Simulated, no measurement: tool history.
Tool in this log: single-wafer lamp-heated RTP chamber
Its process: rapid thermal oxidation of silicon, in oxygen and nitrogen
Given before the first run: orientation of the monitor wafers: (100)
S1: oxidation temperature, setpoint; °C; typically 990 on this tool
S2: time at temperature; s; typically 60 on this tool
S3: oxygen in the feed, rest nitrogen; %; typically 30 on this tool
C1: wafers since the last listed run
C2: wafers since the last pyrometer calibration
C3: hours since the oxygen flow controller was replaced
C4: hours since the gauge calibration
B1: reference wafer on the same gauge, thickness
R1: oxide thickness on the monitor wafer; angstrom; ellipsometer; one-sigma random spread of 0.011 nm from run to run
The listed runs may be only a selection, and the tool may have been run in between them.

run    hour    S1  S2  S3    C1    C2      C3      C4     B1     R1
  1     0.0   990  60  30     0  3066  3887.5   662.1  3.228  35.32
  2    57.7   990  60  30   390  3457  3945.2   719.8  3.230  35.48
  3   136.1   990  60  30   530  3987  4023.6   798.2  3.229  35.84
  4   175.0   990  60  30   263  4251  4062.5   837.1  3.231  35.69
  5   217.2   990  60  30   285  4537  4104.7   879.3  3.231  35.78
  6   286.7   990  60  30   470  5007  4174.2   948.8  3.230  35.99
  7   330.8   990  60  30   298  5306  4218.3   992.9  3.226  36.04
      359.2  -- pyrometer window cleaned and pyrometer calibrated
  8   359.7   972  60  30   141     3  4247.2  1021.8  3.232  31.25
      385.8  -- gauge calibrated
  9   415.6   999  84  17   378   381  4303.1    29.8  3.229  35.74
 10   537.6  1015  81  21   826  1208  4425.1   151.8  3.232  41.66
 11   607.0  1000  73  52   470  1678  4494.5   221.2  3.233  48.34
      810.4  -- oxygen flow controller replaced
 12   822.6  1009  88  38  1406  3084    12.2   436.8  3.233  50.79
 13   879.9   990  38  17   388  3472    69.5   494.1  3.231  26.57
 14   925.0   990  60  54   305  3777   114.6   539.2  3.231  42.66
 15   972.3   990  60  30   320  4098   161.9   586.5  3.229  35.89
      981.4  -- pyrometer window cleaned and pyrometer calibrated
 16  1032.1   990  39  39   350   343   221.7   646.3  3.234  32.14
 17  1072.3  1001  60  17   272   615   261.9   686.5  3.225  32.10

5 ways to go on from here, each from the tool as it stands after run 17. What would each give?
  A  1072.8  990  60  30   3  618  262.4  687.0   ?   ?
  B  1072.8  990  35  38   3  618  262.4  687.0   ?   ?
  C  1072.8  977  31  30   3  618  262.4  687.0   ?   ?
  D  1072.8  990  89  50   3  618  262.4  687.0   ?   ?
  E  1072.8  990  35  17   3  618  262.4  687.0   ?   ?

run     B1     R1
  A  3.228  35.05
  B  3.228  30.78
  C  3.228  26.32
  D  3.228  48.36
  E  3.228  25.82
Had the tool no hidden state, the same runs would have come out as:
run     R1
  A  34.72
  B  30.51
  C  26.14
  D  47.82
  E  25.66
